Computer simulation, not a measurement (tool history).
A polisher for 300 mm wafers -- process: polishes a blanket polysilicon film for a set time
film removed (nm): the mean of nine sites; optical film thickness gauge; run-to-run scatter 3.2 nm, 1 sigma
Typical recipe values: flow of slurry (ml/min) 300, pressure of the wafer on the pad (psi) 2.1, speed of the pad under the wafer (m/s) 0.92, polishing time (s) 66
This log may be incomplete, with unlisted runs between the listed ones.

run,day,flow of slurry (ml/min),pressure of the wafer on the pad (psi),speed of the pad under the wafer (m/s),polishing time (s),wafers since the last listed run,wafers polished on this pad,hours since the slurry nozzle was cleaned,hours since the head pressure was calibrated,"incoming thickness of the incoming film, nm",film removed (nm)
1,0.000,300,2.1,0.92,66,0,1109,310.0,1170.5,2278.9,294.9
2,0.354,300,2.1,0.92,66,80,1190,318.5,1179.0,2240.4,293.5
3,1.067,300,2.1,0.92,66,162,1352,335.6,1196.1,2255.9,297.1
# day 1.242: worn pad replaced by a new one
4,1.812,300,2.1,0.72,66,132,129,353.5,1214.0,2274.6,265.6
5,2.412,300,2.1,0.72,66,136,266,367.9,1228.4,2281.6,256.6
6,2.875,300,2.1,0.92,66,105,372,379.0,1239.5,2280.4,308.2
7,3.258,300,2.1,0.92,66,87,459,388.2,1248.7,2293.6,305.0
8,3.862,300,2.1,0.92,71,137,597,402.7,1263.2,2251.5,329.1
9,4.458,300,2.1,0.92,71,135,733,417.0,1277.5,2275.1,325.1
10,4.771,300,2.1,0.92,66,71,804,424.5,1285.0,2253.9,306.9
11,5.233,300,2.1,0.92,66,105,909,435.6,1296.1,2298.4,300.2
12,5.712,300,2.1,0.92,66,109,1019,447.1,1307.6,2267.7,298.1
13,6.288,300,2.1,0.92,66,131,1150,460.9,1321.4,2267.6,298.2
14,6.817,300,2.1,0.92,66,120,1270,473.6,1334.1,2280.8,303.2
15,7.421,325,2.1,0.92,66,137,1408,488.1,1348.6,2285.5,296.5
# day 7.600: worn pad replaced by a new one
16,7.696,325,2.1,0.92,66,24,21,494.7,1355.2,2304.3,322.1
17,8.204,300,2.1,0.92,83,115,137,506.9,1367.4,2254.3,398.4
# day 8.392: slurry nozzle cleaned
18,8.500,300,2.1,0.92,83,57,195,2.6,1374.5,2296.8,389.7
19,8.838,300,2.1,0.92,66,76,272,10.7,1382.6,2285.4,305.3
20,9.100,300,2.1,0.92,66,59,332,17.0,1388.9,2290.0,305.0
21,9.679,275,2.1,1.22,66,132,464,30.9,1402.8,2253.6,376.4
22,10.071,300,2.7,0.92,66,89,553,40.3,1412.2,2281.8,385.4
23,10.404,345,2.1,1.22,66,75,629,48.3,1420.2,2315.7,379.4
24,10.838,300,2.7,0.68,58,98,728,58.7,1430.6,2265.3,272.7
25,11.138,300,2.1,0.92,66,68,797,65.9,1437.8,2250.0,304.0
26,11.412,325,2.1,0.92,66,62,859,72.5,1444.4,2259.9,296.9
# day 11.746: head pressure recalibrated
27,11.767,365,1.9,0.92,66,61,921,81.0,0.5,2302.9,274.0
# day 13.100: worn pad replaced by a new one
28,13.525,300,1.6,0.92,78,362,97,123.2,42.7,2266.7,282.4
29,13.775,300,1.6,0.92,78,56,154,129.2,48.7,2297.7,276.8
30,14.271,365,2.1,1.10,45,113,267,141.1,60.6,2279.3,250.1
31,14.858,215,2.1,0.92,66,133,401,155.2,74.7,2286.4,301.5
32,16.933,275,1.6,1.04,66,473,874,205.0,124.5,2249.7,250.3
33,17.483,235,1.6,0.92,66,125,999,218.2,137.7,2281.0,223.7
34,17.983,300,2.1,0.92,66,113,1113,230.2,149.7,2274.6,296.4
35,18.271,300,1.7,0.92,66,65,1179,237.1,156.6,2273.5,243.5
36,18.738,300,2.1,1.10,55,106,1285,248.3,167.8,2286.1,286.3

How would selected steps in film removed (nm) from run to run divide? Give the signed amount a tool lacking its hidden state would still show from settings, what came in and random variation, and the signed amount left for the hidden state, including any gauge scatter that is not in both of the compared results.
Hidden conditions of the tool in this case: removal rate lost through wear of the pad, %; slurry flow missing at the pad, %; deviation of the head's pressure from its setpoint, %.
Run 3 -> 4: speed of the pad under the wafer (m/s) 0.92 -> 0.72, worn pad replaced by a new one. film removed (nm) -31.5: hidden state +18.1, all else -49.6.
Run 15 -> 16: worn pad replaced by a new one. film removed (nm) +25.6: hidden state +16.4, all else +9.2.
Run 16 -> 17: flow of slurry (ml/min) 325 -> 300, polishing time (s) 66 -> 83. film removed (nm) +76.3: hidden state -6.1, all else +82.4.
Run 18 -> 19: polishing time (s) 83 -> 66. film removed (nm) -84.4: hidden state +0.6, all else -85.0.
Run 23 -> 24: flow of slurry (ml/min) 345 -> 300, pressure of the wafer on the pad (psi) 2.1 -> 2.7, speed of the pad under the wafer (m/s) 1.22 -> 0.68, polishing time (s) 66 -> 58. film removed (nm) -106.7: hidden state +5.2, all else -111.9.
Run 27 -> 28: flow of slurry (ml/min) 365 -> 300, pressure of the wafer on the pad (psi) 1.9 -> 1.6, polishing time (s) 66 -> 78, worn pad replaced by a new one. film removed (nm) +8.4: hidden state +14.7, all else -6.3.
